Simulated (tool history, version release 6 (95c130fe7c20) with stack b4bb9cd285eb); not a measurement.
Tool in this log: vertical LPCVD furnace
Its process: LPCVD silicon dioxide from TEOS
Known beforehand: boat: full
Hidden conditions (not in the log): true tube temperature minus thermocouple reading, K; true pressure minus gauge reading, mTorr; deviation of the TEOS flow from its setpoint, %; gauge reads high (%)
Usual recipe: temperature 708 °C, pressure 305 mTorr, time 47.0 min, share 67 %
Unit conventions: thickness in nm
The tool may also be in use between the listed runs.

run     day  temperature  pressure  time  share  wafers since the last listed run  hours since the last temperature calibration  hours since the pressure gauge was zeroed  hours since the TEOS flow controller was replaced  hours since the gauge calibration  read-back reference wafer on the same gauge, thickness  thickness
  1   0.000          708       305  47.0     67                                 0                                        3262.6                                     5250.4                                             7427.8                               90.1                                                  491.05     454.58
  2   0.654          708       305  47.0     67                               251                                        3278.3                                     5266.1                                             7443.5                              105.8                                                  491.37     453.03
  3   1.175          708       305  47.0     67                               200                                        3290.8                                     5278.6                                             7456.0                              118.3                                                  490.89     453.42
  4   1.883          708       305  47.0     67                               272                                        3307.8                                     5295.6                                             7473.0                              135.3                                                  491.04     452.65
  5   2.617          708       305  47.0     77                               281                                        3325.4                                     5313.2                                             7490.6                              152.9                                                  490.96     486.52
  6   2.867          708       305  35.5     67                                96                                        3331.4                                     5319.2                                             7496.6                              158.9                                                  490.72     343.13
  7   3.171          708       305  35.5     67                               116                                        3338.7                                     5326.5                                             7503.9                              166.2                                                  491.03     343.14
  8   3.650          708       305  35.5     67                               184                                        3350.2                                     5338.0                                             7515.4                              177.7                                                  490.84     343.65
  9   4.096          708       305  47.0     67                               171                                        3360.9                                     5348.7                                             7526.1                              188.4                                                  491.11     454.05
      4.533  -- gauge calibrated
      5.579  -- pressure gauge zeroed
 10   5.600          708       305  47.0     67                               193                                        3397.0                                        0.5                                             7562.2                               25.6                                                  490.91     454.66
 11   5.771          708       305  47.0     67                                65                                        3401.1                                        4.6                                             7566.3                               29.7                                                  490.99     454.51
 12   5.938          708       305  47.0     67                                64                                        3405.1                                        8.6                                             7570.3                               33.7                                                  491.13     455.58
 13   6.238          708       305  47.0     67                               115                                        3412.3                                       15.8                                             7577.5                               40.9                                                  491.21     455.86
 14   6.592          708       305  47.0     67                               136                                        3420.8                                       24.3                                             7586.0                               49.4                                                  490.85     455.41
      7.729  -- TEOS flow controller replaced
 15   7.750          708       305  47.0     67                                60                                        3448.6                                       52.1                                                0.5                               77.2                                                  491.24     456.11
 16   7.921          714       305  47.0     67                                65                                        3452.7                                       56.2                                                4.6                               81.3                                                  490.76     523.01
      9.104  -- thermocouples replaced and temperature profile calibrated
 17   9.125          697       305  47.0     67                                78                                           0.5                                       85.1                                               33.5                              110.2                                                  491.05     333.55
 18   9.296          708       305  47.0     67                                65                                           4.6                                       89.2                                               37.6                              114.3                                                  491.23     430.54
 19   9.621          708       340  47.0     56                               124                                          12.4                                       97.0                                               45.4                              122.1                                                  491.00     415.53
 20  10.325          701       355  57.0     63                               270                                          29.3                                      113.9                                               62.3                              139.0                                                  491.25     464.82
 21  10.733          719       260  40.5     67                               156                                          39.1                                      123.7                                               72.1                              148.8                                                  491.05     439.06
 22  11.362          718       250  36.5     76                               241                                          54.2                                      138.8                                               87.2                              163.9                                                  491.16     403.69
 23  11.679          708       305  47.0     67                               121                                          61.8                                      146.4                                               94.8                              171.5                                                  490.97     430.74
     11.746  -- gauge calibrated
 24  13.638          708       245  47.0     62                               752                                         108.8                                      193.4                                              141.8                               45.4                                                  491.16     371.68
 25  14.033          708       240  47.0     67                               152                                         118.3                                      202.9                                              151.3                               54.9                                                  490.96     382.29
 26  14.317          702       305  39.0     67                               108                                         125.1                                      209.7                                              158.1                               61.7                                                  491.12     311.63

Here are 3 independent what-if runs from the current tool condition. What would each one return?
  A  14.492          708       305  47.0     57                                67                                         129.3                                      213.9                                              162.3                               65.9                                                       ?          ?
  B  14.492          712       260  53.0     67                                67                                         129.3                                      213.9                                              162.3                               65.9                                                       ?          ?
  C  14.492          716       305  35.5     67                                67                                         129.3                                      213.9                                              162.3                               65.9                                                       ?          ?

run  read-back reference wafer on the same gauge, thickness  thickness
  A                                                  490.61     396.66
  B                                                  490.61     490.40
  C                                                  490.61     389.36
Had the tool no hidden state, the same runs would have come out as:
run  thickness
  A     389.96
  B     482.18
  C     382.89
